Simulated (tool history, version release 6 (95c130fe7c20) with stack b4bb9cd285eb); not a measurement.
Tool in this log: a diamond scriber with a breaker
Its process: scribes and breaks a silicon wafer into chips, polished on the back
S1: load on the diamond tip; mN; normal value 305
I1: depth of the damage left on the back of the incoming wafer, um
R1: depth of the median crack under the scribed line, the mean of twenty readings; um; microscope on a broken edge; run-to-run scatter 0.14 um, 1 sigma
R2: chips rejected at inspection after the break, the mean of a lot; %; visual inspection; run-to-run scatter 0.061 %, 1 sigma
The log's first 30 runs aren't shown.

Run 31, hour 445.7: usual settings but S1 267 mN; I1 0.02. Result: R1 10.33 um, R2 11.75 %.
Run 32, hour 455: usual settings; I1 0.05. Result: R1 11.5 um, R2 5.99 %.
Run 33, hour 469.9: usual settings but S1 346 mN; I1 0.04. Result: R1 12.49 um, R2 2.73 %.
Run 34, hour 491.4: usual settings; I1 0.03. Result: R1 11.62 um, R2 6.07 %.
At hour 497.4: diamond tip replaced by a new one.
Run 35, hour 507.2: usual settings but S1 262 mN; I1 0.04. Result: R1 12.21 um, R2 4.08 %.
Run 36, hour 558: usual settings but S1 380 mN; I1 0.02. Result: R1 16.26 um, R2 4.33 %.
Run 37, hour 569.9: usual settings but S1 331 mN; I1 0.03. Result: R1 14.36 um, R2 1.99 %.
Run 38, hour 576.7: usual settings but S1 243 mN; I1 0.02. Result: R1 10.89 um, R2 7.93 %.
Run 39, hour 587.4: usual settings but S1 224 mN; I1 0.04. Result: R1 9.96 um, R2 11.61 %.
Run 40, hour 595.1: usual settings but S1 252 mN; I1 0.04. Result: R1 11.15 um, R2 6.67 %.
Run 41, hour 610.7: usual settings; I1 0.04. Result: R1 13.24 um, R2 2.22 %.
Run 42, hour 623.3: usual settings but S1 272 mN; I1 0.02. Result: R1 11.62 um, R2 4.77 %.
Run 43, hour 674.3: usual settings but S1 360 mN; I1 0.01. Result: R1 14.91 um, R2 2.37 %.

Consider 3 possible next runs. They are alternatives, not a sequence: every one starts from the tool as it was left by run 43. What does each give?
Run A, hour 675: usual settings; I1 0.03. Result: R1 ?, R2 ?.
Run B, hour 675: usual settings but S1 235 mN; I1 0.03. Result: R1 ?, R2 ?.
Run C, hour 675: usual settings but S1 330 mN; I1 0.03. Result: R1 ?, R2 ?.

run     R1     R2
  A  12.83    2.6
  B  10.13  11.95
  C  13.73   1.99
What these runs would have given with no unlogged condition in the tool:
run     R1    R2
  A  13.85  1.98
  B  10.93  7.82
  C  14.81  2.47
